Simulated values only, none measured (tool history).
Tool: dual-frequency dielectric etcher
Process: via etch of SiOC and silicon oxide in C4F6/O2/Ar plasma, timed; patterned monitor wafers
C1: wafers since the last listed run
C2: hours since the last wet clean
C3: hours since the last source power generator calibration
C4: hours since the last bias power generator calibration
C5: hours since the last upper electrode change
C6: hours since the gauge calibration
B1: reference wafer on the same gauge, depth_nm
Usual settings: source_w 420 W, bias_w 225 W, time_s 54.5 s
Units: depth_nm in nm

Run 1, hour 0.0: usual settings but source_w 390 W; C1 0; C2 383.2; C3 1353.1; C4 3415.4; C5 5059.4; C6 468.4; B1 53.8. Result: depth_nm 60.3 nm.
Run 2, hour 25.9: usual settings but bias_w 251 W; C1 362; C2 409.1; C3 1379.0; C4 3441.3; C5 5085.3; C6 494.3; B1 53.8. Result: depth_nm 64.4 nm.
Run 3, hour 59.5: usual settings but bias_w 251 W; C1 470; C2 442.7; C3 1412.6; C4 3474.9; C5 5118.9; C6 527.9; B1 53.8. Result: depth_nm 64.4 nm.
Run 4, hour 94.3: usual settings but bias_w 251 W; C1 487; C2 477.5; C3 1447.4; C4 3509.7; C5 5153.7; C6 562.7; B1 53.8. Result: depth_nm 64.5 nm.
Run 5, hour 145.7: usual settings but source_w 360 W; C1 719; C2 528.9; C3 1498.8; C4 3561.1; C5 5205.1; C6 614.1; B1 53.8. Result: depth_nm 59.1 nm.
At hour 179.0: bias power generator calibrated.
At hour 184.0: wet clean of the chamber.
Run 6, hour 184.5: usual settings but bias_w 210 W; C1 417; C2 0.5; C3 1537.6; C4 5.5; C5 5243.9; C6 652.9; B1 53.8. Result: depth_nm 59.2 nm.
Run 7, hour 204.4: usual settings but bias_w 210 W; C1 278; C2 20.4; C3 1557.5; C4 25.4; C5 5263.8; C6 672.8; B1 53.8. Result: depth_nm 59.2 nm.
Run 8, hour 230.5: usual settings but bias_w 210 W; C1 365; C2 46.5; C3 1583.6; C4 51.5; C5 5289.9; C6 698.9; B1 53.8. Result: depth_nm 59.4 nm.
Run 9, hour 250.0: usual settings but bias_w 180 W; C1 272; C2 66.0; C3 1603.1; C4 71.0; C5 5309.4; C6 718.4; B1 53.8. Result: depth_nm 55.9 nm.
Run 10, hour 268.5: usual settings but bias_w 180 W; C1 258; C2 84.5; C3 1621.6; C4 89.5; C5 5327.9; C6 736.9; B1 53.8. Result: depth_nm 56.0 nm.
At hour 305.1: source power generator calibrated.
Run 11, hour 305.6: usual settings but bias_w 268 W, time_s 51.0 s; C1 463; C2 121.6; C3 0.5; C4 126.6; C5 5365.0; C6 774.0; B1 53.8. Result: depth_nm 61.6 nm.
Run 12, hour 326.1: usual settings; C1 286; C2 142.1; C3 21.0; C4 147.1; C5 5385.5; C6 794.5; B1 53.8. Result: depth_nm 61.7 nm.
Run 13, hour 339.2: usual settings; C1 183; C2 155.2; C3 34.1; C4 160.2; C5 5398.6; C6 807.6; B1 53.8. Result: depth_nm 61.5 nm.
Run 14, hour 357.8: usual settings; C1 260; C2 173.8; C3 52.7; C4 178.8; C5 5417.2; C6 826.2; B1 53.8. Result: depth_nm 61.6 nm.
At hour 371.7: gauge calibrated.
At hour 401.5: upper electrode replaced.
Run 15, hour 402.0: usual settings but bias_w 260 W; C1 282; C2 218.0; C3 96.9; C4 223.0; C5 0.5; C6 30.3; B1 53.8. Result: depth_nm 65.4 nm.
Run 16, hour 415.7: usual settings but source_w 380 W, time_s 64.0 s; C1 191; C2 231.7; C3 110.6; C4 236.7; C5 14.2; C6 44.0; B1 53.8. Result: depth_nm 70.3 nm.
Run 17, hour 435.6: usual settings but source_w 340 W; C1 278; C2 251.6; C3 130.5; C4 256.6; C5 34.1; C6 63.9; B1 53.8. Result: depth_nm 57.9 nm.
Run 18, hour 469.1: usual settings but bias_w 266 W; C1 468; C2 285.1; C3 164.0; C4 290.1; C5 67.6; C6 97.4; B1 53.8. Result: depth_nm 66.0 nm.
Run 19, hour 492.1: usual settings but bias_w 259 W, time_s 38.5 s; C1 321; C2 308.1; C3 187.0; C4 313.1; C5 90.6; C6 120.4; B1 53.8. Result: depth_nm 46.2 nm.
Run 20, hour 504.3: usual settings; C1 170; C2 320.3; C3 199.2; C4 325.3; C5 102.8; C6 132.6; B1 53.8. Result: depth_nm 62.1 nm.
Run 21, hour 532.9: usual settings but bias_w 268 W; C1 400; C2 348.9; C3 227.8; C4 353.9; C5 131.4; C6 161.2; B1 53.8. Result: depth_nm 66.3 nm.
Run 22, hour 567.1: usual settings but source_w 360 W, bias_w 241 W, time_s 61.0 s; C1 478; C2 383.1; C3 262.0; C4 388.1; C5 165.6; C6 195.4; B1 53.8. Result: depth_nm 68.1 nm.
Run 23, hour 602.9: usual settings but source_w 490 W, bias_w 169 W, time_s 61.5 s; C1 501; C2 418.9; C3 297.8; C4 423.9; C5 201.4; C6 231.2; B1 53.8. Result: depth_nm 66.4 nm.
Run 24, hour 626.0: usual settings; C1 323; C2 442.0; C3 320.9; C4 447.0; C5 224.5; C6 254.3; B1 53.8. Result: depth_nm 62.5 nm.
Run 25, hour 656.9: usual settings but source_w 510 W, bias_w 194 W, time_s 49.0 s; C1 432; C2 472.9; C3 351.8; C4 477.9; C5 255.4; C6 285.2; B1 53.8. Result: depth_nm 56.8 nm.
At hour 690.1: wet clean of the chamber.
Run 26, hour 690.6: usual settings but source_w 520 W, bias_w 200 W, time_s 42.5 s; C1 135; C2 0.5; C3 385.5; C4 511.6; C5 289.1; C6 318.9; B1 53.8. Result: depth_nm 49.0 nm.
Run 27, hour 706.3: usual settings; C1 219; C2 16.2; C3 401.2; C4 527.3; C5 304.8; C6 334.6; B1 53.8. Result: depth_nm 61.2 nm.
Run 28, hour 727.9: usual settings but time_s 58.0 s; C1 302; C2 37.8; C3 422.8; C4 548.9; C5 326.4; C6 356.2; B1 53.8. Result: depth_nm 65.1 nm.
Run 29, hour 758.5: usual settings; C1 428; C2 68.4; C3 453.4; C4 579.5; C5 357.0; C6 386.8; B1 53.8. Result: depth_nm 61.5 nm.
Run 30, hour 781.4: usual settings but source_w 480 W, bias_w 190 W; C1 320; C2 91.3; C3 476.3; C4 602.4; C5 379.9; C6 409.7; B1 53.8. Result: depth_nm 60.1 nm.

4 ways to go on from here, each from the tool as it stands after run 30. What would each give?
Run A, hour 781.8: usual settings; C1 5; C2 91.7; C3 476.7; C4 602.8; C5 380.3; C6 410.1; B1 ?. Result: depth_nm ?.
Run B, hour 781.8: usual settings but bias_w 197 W; C1 5; C2 91.7; C3 476.7; C4 602.8; C5 380.3; C6 410.1; B1 ?. Result: depth_nm ?.
Run C, hour 781.8: usual settings but source_w 460 W, bias_w 177 W, time_s 49.0 s; C1 5; C2 91.7; C3 476.7; C4 602.8; C5 380.3; C6 410.1; B1 ?. Result: depth_nm ?.
Run D, hour 781.8: usual settings but source_w 390 W, bias_w 192 W, time_s 41.0 s; C1 5; C2 91.7; C3 476.7; C4 602.8; C5 380.3; C6 410.1; B1 ?. Result: depth_nm ?.

run    B1  depth_nm
  A  53.8      61.2
  B  53.8      58.2
  C  53.8      51.8
  D  53.8      42.3
Without the tool's hidden state the same runs would have given:
run  depth_nm
  A      61.0
  B      58.0
  C      51.6
  D      42.2

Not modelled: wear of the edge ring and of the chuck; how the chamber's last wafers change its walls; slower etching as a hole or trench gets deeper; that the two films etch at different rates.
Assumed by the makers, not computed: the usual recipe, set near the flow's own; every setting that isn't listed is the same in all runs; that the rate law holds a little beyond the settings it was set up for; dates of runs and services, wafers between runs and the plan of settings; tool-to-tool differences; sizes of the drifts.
